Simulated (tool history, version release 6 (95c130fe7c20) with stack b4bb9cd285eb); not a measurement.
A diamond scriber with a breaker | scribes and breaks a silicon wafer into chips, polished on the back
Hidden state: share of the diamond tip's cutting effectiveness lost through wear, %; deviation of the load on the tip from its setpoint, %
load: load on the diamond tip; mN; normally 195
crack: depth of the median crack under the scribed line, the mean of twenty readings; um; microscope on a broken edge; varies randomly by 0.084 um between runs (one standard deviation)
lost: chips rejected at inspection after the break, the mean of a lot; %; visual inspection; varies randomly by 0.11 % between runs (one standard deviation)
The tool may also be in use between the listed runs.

run    hour  load  wafers since the last listed run  hours since the diamond tip was replaced  hours since the load on the tip was calibrated  incoming depth of the damage left on the back of the incoming wafer, um  crack   lost
  1     0.0   153                                 0                                     375.6                                           202.4                                                                     0.04   7.82  21.68
  2    54.5   153                               123                                     430.1                                           256.9                                                                     0.03   7.99  21.26
  3   117.6   153                               142                                     493.2                                           320.0                                                                     0.01   8.04  17.18
  4   166.6   195                               110                                     542.2                                           369.0                                                                     0.04  10.53   2.28
  5   210.6   195                                99                                     586.2                                           413.0                                                                     0.03  10.75   2.18
      216.0  -- load on the tip recalibrated
  6   283.7   195                               160                                     659.3                                            67.7                                                                     0.04  10.11   1.90
  7   387.6   168                               235                                     763.2                                           171.6                                                                     0.05   8.88   8.96
  8   457.9   168                               159                                     833.5                                           241.9                                                                     0.04   8.95   8.55
  9   539.0   195                               183                                     914.6                                           323.0                                                                     0.04  10.56   2.01
 10   620.0   195                               183                                     995.6                                           404.0                                                                     0.02  10.64   2.13
      664.2  -- diamond tip replaced by a new one
      674.8  -- load on the tip recalibrated
 11   681.1   240                               129                                      16.9                                             6.3                                                                     0.02  12.65  13.50
 12   750.4   195                               156                                      86.2                                            75.6                                                                     0.04  10.21   2.09
 13   828.4   159                               176                                     164.2                                           153.6                                                                     0.02   8.26  13.93
 14   899.6   195                               161                                     235.4                                           224.8                                                                     0.01  10.42   1.98
 15   960.9   245                               138                                     296.7                                           286.1                                                                     0.05  13.15  17.92
 16  1020.3   147                               134                                     356.1                                           345.5                                                                     0.02   7.65  20.85
 17  1089.4   145                               156                                     425.2                                           414.6                                                                     0.04   7.65  26.86
     1123.9  -- load on the tip recalibrated
 18  1310.5   219                               496                                     646.3                                           186.6                                                                     0.02  11.78   6.91
 19  1410.7   232                               226                                     746.5                                           286.8                                                                     0.03  12.53  12.97
 20  1478.3   216                               153                                     814.1                                           354.4                                                                     0.03  11.94   7.65
     1568.5  -- load on the tip recalibrated
 21  1575.6   163                               215                                     911.4                                             7.1                                                                     0.03   8.49  12.32
 22  1667.0   148                               206                                    1002.8                                            98.5                                                                     0.05   7.46  27.24
 23  1744.4   243                               175                                    1080.2                                           175.9                                                                     0.02  12.73  17.28
 24  1848.7   195                               236                                    1184.5                                           280.2                                                                     0.04  10.57   2.03
     1996.6  -- diamond tip replaced by a new one
 25  1997.1   251                               331                                       0.5                                           428.6                                                                     0.02  13.85  23.56

Here are 5 independent what-if runs from the current tool condition. What would each one return?
  A  1997.8   227                                 1                                       1.2                                           429.3                                                                     0.04      ?     ?
  B  1997.8   253                                 1                                       1.2                                           429.3                                                                     0.04      ?     ?
  C  1997.8   173                                 1                                       1.2                                           429.3                                                                     0.04      ?     ?
  D  1997.8   223                                 1                                       1.2                                           429.3                                                                     0.04      ?     ?
  E  1997.8   252                                 1                                       1.2                                           429.3                                                                     0.04      ?     ?

run  crack   lost
  A  12.56  13.06
  B  13.90  25.77
  C   9.51   4.23
  D  12.35  11.29
  E  13.85  25.26
With the hidden condition removed and each run's random variation left untouched, the same runs would have given:
run  crack   lost
  A  12.03   8.84
  B  13.31  19.94
  C   9.11   6.97
  D  11.82   7.43
  E  13.26  19.47
